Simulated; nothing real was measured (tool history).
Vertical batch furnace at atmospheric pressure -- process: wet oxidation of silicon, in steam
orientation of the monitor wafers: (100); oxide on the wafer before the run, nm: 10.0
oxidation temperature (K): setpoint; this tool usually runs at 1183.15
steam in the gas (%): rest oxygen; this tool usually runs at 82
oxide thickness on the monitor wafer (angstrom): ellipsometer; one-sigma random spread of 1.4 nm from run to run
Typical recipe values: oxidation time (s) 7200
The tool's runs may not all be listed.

| run | hour | oxidation temperature (K) | oxidation time (s) | steam in the gas (%) | wafers since the last listed run | hours since the last temperature calibration | hours since the steam generator was serviced | hours since the gauge calibration | read-back reference wafer on the same gauge, thickness | oxide thickness on the monitor wafer (angstrom) |
|---|---|---|---|---|---|---|---|---|---|---|
| 1 | 0.0 | 1183.15 | 7200 | 82 | 0 | 987.9 | 1768.2 | 563.8 | 309.92 | 2918.3 |
| 2 | 89.9 | 1183.15 | 7200 | 82 | 1495 | 1077.8 | 1858.1 | 653.7 | 309.77 | 2912.9 |
| 3 | 102.2 | 1183.15 | 7200 | 82 | 204 | 1090.1 | 1870.4 | 666.0 | 310.03 | 2904.9 |
| 4 | 127.9 | 1183.15 | 7200 | 82 | 427 | 1115.8 | 1896.1 | 691.7 | 310.32 | 2894.7 |
| 5 | 161.1 | 1183.15 | 7200 | 82 | 552 | 1149.0 | 1929.3 | 724.9 | 310.10 | 2911.5 |
| 6 | 179.7 | 1173.15 | 7200 | 82 | 309 | 1167.6 | 1947.9 | 743.5 | 309.59 | 2595.9 |
| 7 | 211.0 | 1173.15 | 7200 | 82 | 520 | 1198.9 | 1979.2 | 774.8 | 309.44 | 2586.0 |
|  | 246.0 | steam generator serviced |
| 8 | 246.5 | 1183.15 | 7200 | 82 | 191 | 1234.4 | 0.5 | 810.3 | 310.16 | 2809.5 |
| 9 | 257.9 | 1183.15 | 7200 | 82 | 189 | 1245.8 | 11.9 | 821.7 | 310.00 | 2792.4 |
| 10 | 289.7 | 1183.15 | 7200 | 82 | 528 | 1277.6 | 43.7 | 853.5 | 310.39 | 2815.2 |
| 11 | 325.6 | 1183.15 | 6000 | 82 | 597 | 1313.5 | 79.6 | 889.4 | 310.11 | 2413.6 |
| 12 | 361.2 | 1183.15 | 7200 | 82 | 592 | 1349.1 | 115.2 | 925.0 | 309.73 | 2786.3 |
|  | 374.8 | gauge calibrated |
|  | 408.9 | steam generator serviced, repeated, since the last time left the tool worse |
| 13 | 409.4 | 1183.15 | 7200 | 82 | 402 | 1397.3 | 0.5 | 34.6 | 310.04 | 3003.8 |
| 14 | 414.5 | 1183.15 | 7200 | 82 | 84 | 1402.4 | 5.6 | 39.7 | 310.30 | 3018.4 |
| 15 | 419.6 | 1183.15 | 6000 | 82 | 84 | 1407.5 | 10.7 | 44.8 | 310.30 | 2590.2 |
|  | 444.7 | thermocouples replaced and temperature profile calibrated |
| 16 | 449.4 | 1183.15 | 7200 | 77 | 96 | 4.7 | 40.5 | 74.6 | 310.27 | 2872.9 |
| 17 | 481.0 | 1166.15 | 7200 | 82 | 525 | 36.3 | 72.1 | 106.2 | 309.90 | 2446.2 |
| 18 | 512.1 | 1183.15 | 7200 | 82 | 517 | 67.4 | 103.2 | 137.3 | 309.63 | 3002.5 |
| 19 | 545.2 | 1172.15 | 7200 | 82 | 550 | 100.5 | 136.3 | 170.4 | 310.20 | 2653.7 |
| 20 | 581.0 | 1183.15 | 7200 | 82 | 595 | 136.3 | 172.1 | 206.2 | 310.07 | 2962.6 |
| 21 | 612.5 | 1183.15 | 7200 | 82 | 523 | 167.8 | 203.6 | 237.7 | 309.37 | 3003.1 |
| 22 | 645.2 | 1171.15 | 7200 | 87 | 543 | 200.5 | 236.3 | 270.4 | 310.06 | 2719.2 |
| 23 | 676.7 | 1206.15 | 6000 | 93 | 523 | 232.0 | 267.8 | 301.9 | 309.81 | 3562.6 |
| 24 | 689.6 | 1164.15 | 7200 | 74 | 214 | 244.9 | 280.7 | 314.8 | 310.24 | 2163.6 |
| 25 | 718.3 | 1183.15 | 7200 | 82 | 477 | 273.6 | 309.4 | 343.5 | 310.53 | 2996.1 |
| 26 | 731.7 | 1200.15 | 7200 | 82 | 222 | 287.0 | 322.8 | 356.9 | 310.04 | 3504.6 |
| 27 | 763.8 | 1183.15 | 7200 | 73 | 533 | 319.1 | 354.9 | 389.0 | 309.59 | 2699.6 |

Alternative continuations, all from the tool just after run 27; predict every row:
| A | 769.0 | 1183.15 | 7200 | 72 | 86 | 324.3 | 360.1 | 394.2 | ? | ? |
| B | 769.0 | 1192.15 | 4560 | 86 | 86 | 324.3 | 360.1 | 394.2 | ? | ? |
| C | 769.0 | 1183.15 | 10410 | 82 | 86 | 324.3 | 360.1 | 394.2 | ? | ? |
| D | 769.0 | 1168.15 | 4110 | 88 | 86 | 324.3 | 360.1 | 394.2 | ? | ? |

| run | read-back reference wafer on the same gauge, thickness | oxide thickness on the monitor wafer (angstrom) |
|---|---|---|
| A | 310.03 | 2693.4 |
| B | 310.03 | 2366.3 |
| C | 310.03 | 4001.8 |
| D | 310.03 | 1654.9 |
Had the tool no hidden state, the same runs would have come out as:
| run | oxide thickness on the monitor wafer (angstrom) |
|---|---|
| A | 2757.3 |
| B | 2422.6 |
| C | 4092.7 |
| D | 1696.0 |
